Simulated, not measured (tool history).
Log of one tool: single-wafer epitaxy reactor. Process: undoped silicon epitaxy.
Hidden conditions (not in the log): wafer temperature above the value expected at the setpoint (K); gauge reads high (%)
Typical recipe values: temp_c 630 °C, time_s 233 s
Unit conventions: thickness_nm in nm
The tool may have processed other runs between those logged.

run     day  temp_c  time_s  wafers since the last listed run  hours since the last pyrometer calibration  hours since the gauge calibration  read-back reference wafer on the same gauge, thickness_nm  thickness_nm
  1   0.000     630     233                                 0                                       921.4                              355.8                                                     22.176        26.160
  2   3.492     627     233                               761                                      1005.2                              439.6                                                     22.202        24.269
  3   5.838     627     233                               511                                      1061.5                              495.9                                                     22.205        24.237
  4   8.104     622     233                               494                                      1115.9                              550.3                                                     22.189        21.435
  5  10.367     630     257                               493                                      1170.2                              604.6                                                     22.210        28.392
  6  13.438     620     198                               669                                      1243.9                              678.3                                                     22.196        17.217
     15.167  -- pyrometer calibrated
  7  17.271     630     233                               762                                        50.5                              770.3                                                     22.172        26.521
  8  20.758     643     263                               760                                       134.2                              854.0                                                     22.212        40.724
     24.367  -- gauge calibrated
  9  32.008     630     193                              2452                                       404.2                              183.4                                                     22.202        21.874
 10  35.571     630     264                               776                                       489.7                              268.9                                                     22.210        29.823
 11  40.038     625     204                               973                                       596.9                              376.1                                                     22.192        20.508
 12  43.608     630     233                               778                                       682.6                              461.8                                                     22.224        26.086
 13  45.246     630     266                               356                                       721.9                              501.1                                                     22.205        29.782
 14  46.775     622     273                               333                                       758.6                              537.8                                                     22.202        25.491

Hidden state, per run?
gauge reads high (%): 0 in every run
H1: wafer temperature above the value expected at the setpoint (K)
run        H1
  1    -0.646
  2    -0.819
  3    -0.944
  4     -1.07
  5      -1.2
  6     -1.39
  7     0.014
  8  -0.00258
  9    -0.158
 10     -0.24
 11    -0.365
 12    -0.483
 13    -0.542
 14      -0.6
